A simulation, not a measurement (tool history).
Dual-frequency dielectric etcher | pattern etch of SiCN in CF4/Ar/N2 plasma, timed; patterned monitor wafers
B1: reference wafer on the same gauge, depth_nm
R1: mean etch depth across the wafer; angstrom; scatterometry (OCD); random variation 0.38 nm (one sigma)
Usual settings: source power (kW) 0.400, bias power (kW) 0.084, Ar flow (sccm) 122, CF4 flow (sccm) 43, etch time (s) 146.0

Run 1, hour 0.0: usual settings but CF4 flow (sccm) 39; B1 112.8. Result: R1 986 angstrom.
Run 2, hour 32.0: usual settings but CF4 flow (sccm) 39; B1 113.2. Result: R1 982 angstrom.
Run 3, hour 58.5: usual settings; B1 113.1. Result: R1 1007 angstrom.
Run 4, hour 81.2: usual settings; B1 113.1. Result: R1 1005 angstrom.
Run 5, hour 114.0: usual settings; B1 113.1. Result: R1 1009 angstrom.
Run 6, hour 143.1: usual settings; B1 113.1. Result: R1 1010 angstrom.
Run 7, hour 160.8: usual settings; B1 113.0. Result: R1 1014 angstrom.
Run 8, hour 180.2: usual settings but source power (kW) 0.430, etch time (s) 117.5; B1 113.0. Result: R1 855 angstrom.
Run 9, hour 262.4: usual settings but CF4 flow (sccm) 39; B1 113.0. Result: R1 988 angstrom.
Run 10, hour 295.8: usual settings but Ar flow (sccm) 137; B1 113.1. Result: R1 986 angstrom.
Run 11, hour 310.4: usual settings but source power (kW) 0.340, bias power (kW) 0.098, Ar flow (sccm) 106, etch time (s) 108.5; B1 113.1. Result: R1 759 angstrom.
Run 12, hour 329.9: usual settings but source power (kW) 0.310, CF4 flow (sccm) 49, etch time (s) 129.0; B1 113.1. Result: R1 779 angstrom.
Run 13, hour 362.3: usual settings but bias power (kW) 0.105; B1 112.9. Result: R1 1165 angstrom.
Run 14, hour 389.1: usual settings but source power (kW) 0.360, Ar flow (sccm) 104, CF4 flow (sccm) 51; B1 112.8. Result: R1 1004 angstrom.
Run 15, hour 412.6: usual settings but CF4 flow (sccm) 49; B1 113.0. Result: R1 1048 angstrom.

Not shown: 7 entries that the log had between the listed runs. Between which runs, and how does the tool's hidden state differ before and after?
Between runs 7 and 8: CF4 flow controller replaced (hour 177.5)
  no hidden state differs between the two runs
Between runs 8 and 9: Ar flow controller replaced (hour 188.4); upper electrode replaced (hour 214.5); wet clean of the chamber (hour 218.9); gauge calibrated (hour 234.6)
  no hidden state differs between the two runs
Between runs 10 and 11: bias power generator calibrated (hour 302.8)
  no hidden state differs between the two runs
Between runs 11 and 12: source power generator calibrated (hour 328.9)
  no hidden state differs between the two runs
